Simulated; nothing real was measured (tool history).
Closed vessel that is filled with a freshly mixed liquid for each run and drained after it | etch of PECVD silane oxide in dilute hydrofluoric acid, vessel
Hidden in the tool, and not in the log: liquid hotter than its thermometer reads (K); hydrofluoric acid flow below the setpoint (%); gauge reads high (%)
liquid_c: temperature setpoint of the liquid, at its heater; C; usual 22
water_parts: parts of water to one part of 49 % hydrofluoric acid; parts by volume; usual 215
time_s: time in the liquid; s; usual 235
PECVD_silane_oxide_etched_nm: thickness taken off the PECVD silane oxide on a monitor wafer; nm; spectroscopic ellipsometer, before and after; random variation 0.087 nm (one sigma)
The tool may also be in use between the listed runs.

run,day,liquid_c,water_parts,time_s,wafers since the last listed run,hours since the thermometer was replaced,hours since the hydrofluoric acid flow meter was replaced,hours since the gauge calibration,"read-back film thickness of the PECVD silane oxide reference wafer, read on the same gauge (nm)",PECVD_silane_oxide_etched_nm
1,0,22,215,235,0,2129.7,1674,171.7,29.97,12.53
2,0.612,22,215,235,1156,2144.4,1688.7,186.4,30,12.49
3,1.333,22,215,235,1361,2161.7,1706,203.7,30,12.37
4,1.788,22,215,235,857,2172.6,1716.9,214.6,30.02,12.47
5,2.421,22,215,235,1195,2187.8,1732.1,229.8,29.98,12.5
6,2.779,22,215,235,676,2196.4,1740.7,238.4,30.01,12.35
7,3.192,19,265,235,778,2206.3,1750.6,248.3,30.02,8.59
8,3.783,21,215,235,1117,2220.5,1764.8,262.5,29.99,12.02
9,4.45,21,215,235,1258,2236.5,1780.8,278.5,29.98,11.97
10,4.958,22,215,235,959,2248.7,1793,290.7,30,12.41
# day 5.812: thermometer replaced
11,6.7,22,215,235,3209,21.3,1834.8,332.5,30.02,12.2
12,7.221,22,215,195,983,33.8,1847.3,345,30.01,10.18
13,9.392,22,180,350,4098,85.9,1899.4,397.1,29.99,22.81
14,9.708,22,215,235,597,93.5,1907,404.7,30.01,12.27
15,10.3,17.5,310,360,1117,107.7,1921.2,418.9,29.99,9.98
16,10.746,22,215,235,841,118.4,1931.9,429.6,29.99,12.39
17,11.333,22,215,235,1109,132.5,1946,443.7,30.02,12.15
# day 11.358: gauge calibrated
# day 11.433: hydrofluoric acid flow meter replaced
18,12.021,22,215,120,1219,149,14.1,15.9,29.98,7.28
19,12.662,22,215,235,1211,164.4,29.5,31.3,30,14.33
20,14.579,20.5,135,235,3618,210.4,75.5,77.3,30.01,23.15
21,14.858,26.5,245,235,527,217.1,82.2,84,30,14.25
22,15.454,18.5,215,300,1125,231.4,96.5,98.3,30.02,16.01

Hidden state or all else? Some run-to-run changes of PECVD_silane_oxide_etched_nm, split into what the settings, what came in and random variation would give without the hidden state, and what is left for the hidden state (with any gauge scatter that isn't in both results):
Run 12 -> 13: water_parts 215 -> 180, time_s 195 -> 350. PECVD_silane_oxide_etched_nm +12.63 nm: hidden state -2.3, all else +14.93.
Run 13 -> 14: water_parts 180 -> 215, time_s 350 -> 235. PECVD_silane_oxide_etched_nm -10.54 nm: hidden state +1.84, all else -12.38.
Run 17 -> 18: time_s 235 -> 120, gauge calibrated, hydrofluoric acid flow meter replaced. PECVD_silane_oxide_etched_nm -4.87 nm: hidden state +2.2, all else -7.07.
